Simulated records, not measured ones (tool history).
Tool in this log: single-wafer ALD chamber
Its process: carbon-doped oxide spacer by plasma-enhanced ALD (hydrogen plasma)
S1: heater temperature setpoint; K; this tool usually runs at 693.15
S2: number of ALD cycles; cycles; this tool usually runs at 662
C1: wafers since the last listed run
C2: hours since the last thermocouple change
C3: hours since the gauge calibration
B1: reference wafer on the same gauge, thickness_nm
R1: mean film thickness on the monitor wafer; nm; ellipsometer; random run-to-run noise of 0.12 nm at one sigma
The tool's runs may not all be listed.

run 1 hour=0.0 | S1=693.15 S2=758 | C1=0 C2=778.9 C3=355.3 | B1=38.149 | R1=37.985
run 2 hour=18.1 | S1=693.15 S2=758 | C1=8 C2=797.0 C3=373.4 | B1=38.175 | R1=38.149
run 3 hour=40.8 | S1=693.15 S2=758 | C1=10 C2=819.7 C3=396.1 | B1=38.192 | R1=38.095
run 4 hour=64.2 | S1=693.15 S2=662 | C1=10 C2=843.1 C3=419.5 | B1=38.191 | R1=33.172
run 5 hour=77.8 | S1=693.15 S2=662 | C1=6 C2=856.7 C3=433.1 | B1=38.221 | R1=33.006
run 6 hour=91.5 | S1=693.15 S2=662 | C1=6 C2=870.4 C3=446.8 | B1=38.205 | R1=33.251
run 7 hour=113.5 | S1=693.15 S2=662 | C1=10 C2=892.4 C3=468.8 | B1=38.174 | R1=33.124
run 8 hour=137.3 | S1=689.15 S2=662 | C1=10 C2=916.2 C3=492.6 | B1=38.215 | R1=33.337
run 9 hour=162.8 | S1=693.15 S2=727 | C1=11 C2=941.7 C3=518.1 | B1=38.234 | R1=36.519
run 10 hour=176.7 | S1=693.15 S2=662 | C1=6 C2=955.6 C3=532.0 | B1=38.227 | R1=33.099
run 11 hour=193.6 | S1=693.15 S2=662 | C1=7 C2=972.5 C3=548.9 | B1=38.217 | R1=33.157
run 12 hour=213.6 | S1=698.15 S2=662 | C1=9 C2=992.5 C3=568.9 | B1=38.218 | R1=32.723
run 13 hour=241.7 | S1=693.15 S2=740 | C1=12 C2=1020.6 C3=597.0 | B1=38.190 | R1=37.010
run 14 hour=259.7 | S1=693.15 S2=740 | C1=8 C2=1038.6 C3=615.0 | B1=38.196 | R1=36.872
run 15 hour=286.3 | S1=693.15 S2=740 | C1=12 C2=1065.2 C3=641.6 | B1=38.252 | R1=37.080
run 16 hour=313.2 | S1=693.15 S2=735 | C1=12 C2=1092.1 C3=668.5 | B1=38.183 | R1=36.619
run 17 hour=339.4 | S1=693.15 S2=662 | C1=11 C2=1118.3 C3=694.7 | B1=38.250 | R1=33.130
run 18 hour=365.4 | S1=693.15 S2=758 | C1=11 C2=1144.3 C3=720.7 | B1=38.204 | R1=37.892
run 19 hour=393.7 | S1=693.15 S2=608 | C1=12 C2=1172.6 C3=749.0 | B1=38.179 | R1=30.252
-- hour=418.4 gauge calibrated
run 20 hour=420.5 | S1=693.15 S2=662 | C1=12 C2=1199.4 C3=2.1 | B1=38.224 | R1=33.057
-- hour=440.0 thermocouple changed; heater temperature recalibrated
run 21 hour=509.3 | S1=684.15 S2=594 | C1=36 C2=69.3 C3=90.9 | B1=38.178 | R1=30.389
run 22 hour=538.9 | S1=693.15 S2=608 | C1=13 C2=98.9 C3=120.5 | B1=38.197 | R1=30.323
run 23 hour=572.7 | S1=683.15 S2=543 | C1=15 C2=132.7 C3=154.3 | B1=38.227 | R1=27.951
run 24 hour=599.3 | S1=681.15 S2=776 | C1=12 C2=159.3 C3=180.9 | B1=38.169 | R1=40.149
run 25 hour=613.2 | S1=698.15 S2=777 | C1=6 C2=173.2 C3=194.8 | B1=38.153 | R1=38.216
run 26 hour=636.9 | S1=706.15 S2=618 | C1=10 C2=196.9 C3=218.5 | B1=38.161 | R1=29.884
run 27 hour=667.4 | S1=693.15 S2=662 | C1=13 C2=227.4 C3=249.0 | B1=38.211 | R1=33.131
run 28 hour=680.6 | S1=693.15 S2=559 | C1=6 C2=240.6 C3=262.2 | B1=38.197 | R1=28.113
run 29 hour=693.7 | S1=705.15 S2=531 | C1=5 C2=253.7 C3=275.3 | B1=38.203 | R1=25.728
run 30 hour=724.9 | S1=679.15 S2=662 | C1=14 C2=284.9 C3=306.5 | B1=38.190 | R1=34.384
run 31 hour=750.9 | S1=685.15 S2=662 | C1=11 C2=310.9 C3=332.5 | B1=38.188 | R1=33.848

Predict each of these 4 candidate next runs independently; none follows another, all start after run 31:
run A hour=752.3 | S1=693.15 S2=662 | C1=0 C2=312.3 C3=333.9 | B1=? | R1=?
run B hour=752.3 | S1=693.15 S2=724 | C1=0 C2=312.3 C3=333.9 | B1=? | R1=?
run C hour=752.3 | S1=701.15 S2=768 | C1=0 C2=312.3 C3=333.9 | B1=? | R1=?
run D hour=752.3 | S1=707.15 S2=558 | C1=0 C2=312.3 C3=333.9 | B1=? | R1=?

run=A B1=38.235 R1=33.426
run=B B1=38.235 R1=36.556
run=C B1=38.235 R1=37.907
run=D B1=38.235 R1=27.067
Without the tool's hidden state the same runs would have given:
run=A R1=33.426
run=B R1=36.556
run=C R1=37.907
run=D R1=27.067

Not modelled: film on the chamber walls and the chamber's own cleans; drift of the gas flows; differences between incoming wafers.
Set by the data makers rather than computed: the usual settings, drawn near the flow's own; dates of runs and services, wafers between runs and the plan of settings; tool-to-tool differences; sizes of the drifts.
